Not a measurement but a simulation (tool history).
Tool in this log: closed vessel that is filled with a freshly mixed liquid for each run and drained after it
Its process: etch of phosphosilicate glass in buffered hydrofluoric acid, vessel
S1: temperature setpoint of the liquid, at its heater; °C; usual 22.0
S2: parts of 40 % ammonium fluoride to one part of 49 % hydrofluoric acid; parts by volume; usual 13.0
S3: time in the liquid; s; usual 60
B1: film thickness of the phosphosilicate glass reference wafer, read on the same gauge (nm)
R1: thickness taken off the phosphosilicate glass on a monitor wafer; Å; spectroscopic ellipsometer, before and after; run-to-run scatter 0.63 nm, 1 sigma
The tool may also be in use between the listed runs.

run    hour    S1    S2  S3      B1      R1
  1     0.0  22.0  13.0  55  100.01  1048.8
  2    47.0  22.0  13.0  55  100.00  1050.1
  3    83.2  22.0  13.0  60   99.99  1145.4
  4   119.6  22.0  13.0  60   99.97  1143.7
  5   165.6  22.0  13.0  75  100.02  1417.8
  6   231.3  22.0  13.0  75   99.98  1419.9
  7   284.7  22.0  13.0  45   99.98   848.9
  8   353.9  22.0  13.0  60  100.00  1135.2
  9   410.9  22.0  13.0  60  100.02  1130.7
 10   445.8  22.0  13.0  60  100.03  1143.0
 11   510.8  22.0  13.0  60  100.00  1136.7
 12   570.8  22.0  13.0  60  100.00  1130.4
 13   613.6  25.0  14.5  60   99.97  1190.5
      663.8  -- gauge calibrated
 14   822.1  22.0  13.0  60  100.02  1117.9
      842.1  -- hydrofluoric acid flow meter replaced
 15   860.1  23.5  16.5  60   99.96   961.1
 16   906.0  22.0  13.0  60  100.01  1116.5
 17   972.6  22.0  13.0  60  100.02  1122.6
 18  1012.8  20.0   9.0  70   99.99  1600.8
 19  1131.3  22.0  13.0  60  100.00  1106.2
 20  1201.6  19.0   9.0  30   99.99   645.9
     1265.6  -- thermometer replaced
 21  1269.9  18.5  10.0  30  100.00   624.4
 22  1305.2  25.5   8.0  80   99.98  2982.5
 23  1372.9  26.5  18.0  60  100.00  1085.4
 24  1408.2  17.5  10.5  90   99.95  1700.4
 25  1468.6  22.0  13.0  60  100.02  1172.5

Expected results for the next run?
 26  1536.2  26.5  16.5  60   ?   ?

{"run 26": {"B1": 100.02, "R1": 1186.9}}
With no hidden state in the tool, this same run would have given R1 1198.4 Å.
